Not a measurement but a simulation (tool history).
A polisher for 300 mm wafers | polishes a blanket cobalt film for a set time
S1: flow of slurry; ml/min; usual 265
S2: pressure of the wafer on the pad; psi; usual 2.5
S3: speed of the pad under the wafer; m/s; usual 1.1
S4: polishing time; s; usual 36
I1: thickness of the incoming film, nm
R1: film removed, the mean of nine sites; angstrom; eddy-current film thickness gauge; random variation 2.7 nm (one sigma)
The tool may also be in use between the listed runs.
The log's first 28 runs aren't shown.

-- hour=1460.9 head pressure recalibrated
-- hour=1468 worn pad replaced by a new one
run 29 hour=1510.4 | S1=235 S2=2.5 S3=1.44 S4=36 | I1=706.3 | R1=2390
run 30 hour=1559.3 | S1=320 S2=2.5 S3=1.1 S4=36 | I1=698.6 | R1=1969
run 31 hour=1595.7 | S1=265 S2=1.9 S3=1.4 S4=36 | I1=701 | R1=1994
-- hour=1634.3 slurry nozzle cleaned
run 32 hour=1652.6 | S1=215 S2=3.3 S3=1.1 S4=36 | I1=706.3 | R1=2476
run 33 hour=1787.6 | S1=310 S2=2.2 S3=1.1 S4=24 | I1=697.9 | R1=1266
run 34 hour=1857.3 | S1=240 S2=1.9 S3=1.34 S4=36 | I1=695.7 | R1=1896
run 35 hour=1882 | S1=320 S2=2.5 S3=1.1 S4=36 | I1=701.9 | R1=2053
-- hour=1905.3 worn pad replaced by a new one
run 36 hour=1917.8 | S1=240 S2=1.9 S3=1.34 S4=36 | I1=698.1 | R1=1970
run 37 hour=1978.2 | S1=300 S2=2.8 S3=1.44 S4=47 | I1=704.4 | R1=3405
run 38 hour=2026.8 | S1=265 S2=2.5 S3=0.9 S4=47 | I1=701.5 | R1=2342

3 ways to go on from here, each from the tool as it stands after run 38. What would each give?
run A hour=2027.2 | S1=265 S2=2.5 S3=1.1 S4=36 | I1=694.1 | R1=?
run B hour=2027.2 | S1=295 S2=3.2 S3=1 S4=42 | I1=694.1 | R1=?
run C hour=2027.2 | S1=180 S2=2.1 S3=0.82 S4=36 | I1=694.1 | R1=?

run=A R1=2056
run=B R1=2676
run=C R1=1508
Without the tool's hidden state the same runs would have given:
run=A R1=2100
run=B R1=2731
run=C R1=1545
